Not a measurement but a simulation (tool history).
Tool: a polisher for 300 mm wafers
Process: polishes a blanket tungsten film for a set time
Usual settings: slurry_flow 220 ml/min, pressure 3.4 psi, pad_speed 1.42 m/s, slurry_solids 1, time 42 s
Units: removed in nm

run	day	slurry_flow	pressure	pad_speed	slurry_solids	time	incoming thickness of the incoming film, nm	removed
1	0	220	4.3	1.42	0.9	42	730.2	266.5
# day 0.321: slurry nozzle cleaned
2	0.654	220	4.3	1.42	0.9	42	744.1	262
3	1.517	220	4.3	1.42	0.9	42	736	260.2
# day 2.329: slurry tank refilled with fresh slurry and peroxide
# day 2.658: slurry blender recalibrated
4	2.867	220	3.4	1.42	1	42	720.6	210.2
# day 3.858: worn pad replaced by a new one
5	3.954	220	3.4	1.7	0.8	42	734	217.3
6	4.529	220	3.4	1.7	0.8	42	731.7	210.3
7	5.138	220	3.4	1.7	0.8	42	719.7	214.8
8	6.067	220	3.4	1.58	1	36	728.5	181.5
9	7.117	220	3.4	1.58	1	36	729.5	179
# day 7.338: slurry tank refilled with fresh slurry and peroxide
# day 7.725: slurry blender recalibrated
10	7.746	220	3.4	1.58	1	36	721.8	173.7
# day 8.521: worn pad replaced by a new one, repeated, since the last time left the tool worse
11	8.542	175	3.4	1.42	1	42	720.1	209.4
# day 8.692: slurry nozzle cleaned
12	9.225	220	3.4	1.42	1	42	716	221.1
13	9.992	220	3.4	1.42	1	50	730.9	255.6
14	10.633	220	3.4	1.42	1	42	718.4	213.6
# day 11.4: slurry tank refilled with fresh slurry and peroxide
15	11.883	220	2.9	1.42	1	42	728.5	182.2
# day 12.6: slurry blender recalibrated
# day 12.962: worn pad replaced by a new one
# day 13.054: head pressure recalibrated
16	13.075	220	3.4	1.42	0.8	42	722.8	207.5
17	14.288	220	3.4	1.42	1	42	738.9	215.5
18	15.267	280	4.4	1.42	1.1	42	731	285.7
# day 15.467: slurry tank refilled with fresh slurry and peroxide
19	16.546	150	2.2	1.42	1	31	728.1	100.2
# day 17.3: worn pad replaced by a new one
# day 17.454: slurry blender recalibrated
20	17.733	220	3.4	1.3	1	36	719.7	174.6
# day 18.333: slurry nozzle cleaned
21	18.475	170	2.9	1.42	0.75	49	741.7	194.4
22	19.275	170	2.9	1.42	0.75	49	732.3	190.1
# day 19.479: slurry tank refilled with fresh slurry and peroxide
23	20.675	220	3.4	1.42	1	42	726.1	205.6
24	21.25	220	4.1	1.42	1.25	42	717.1	260.8
# day 21.471: slurry blender recalibrated
# day 21.554: worn pad replaced by a new one
25	22.679	220	3.4	1.7	0.8	42	740.9	234.6

Some steps in removed between neighbouring runs. How much of each would the tool show without its hidden state too (settings, what came in, random variation), and how much is left for the hidden state, with any gauge scatter that isn't in both results?
The hidden state here: removal rate lost through wear of the pad, %; slurry flow missing at the pad, %; deviation of the head's pressure from its setpoint, %; abrasive missing from the slurry, %; peroxide lost from the slurry, %.
Run 4 -> 5: pad_speed 1.42 -> 1.7, slurry_solids 1 -> 0.8, worn pad replaced by a new one. removed +7.1 nm: hidden state -14.4, all else +21.5.
Run 10 -> 11: slurry_flow 220 -> 175, pad_speed 1.58 -> 1.42, time 36 -> 42, worn pad replaced by a new one, repeated, since the last time left the tool worse. removed +35.7 nm: hidden state +29.4, all else +6.3.
Run 18 -> 19: slurry_flow 280 -> 150, pressure 4.4 -> 2.2, slurry_solids 1.1 -> 1, time 42 -> 31, slurry tank refilled with fresh slurry and peroxide. removed -185.5 nm: hidden state +3.9, all else -189.4.
Run 19 -> 20: slurry_flow 150 -> 220, pressure 2.2 -> 3.4, pad_speed 1.42 -> 1.3, time 31 -> 36, worn pad replaced by a new one, slurry blender recalibrated. removed +74.4 nm: hidden state +2.9, all else +71.5.
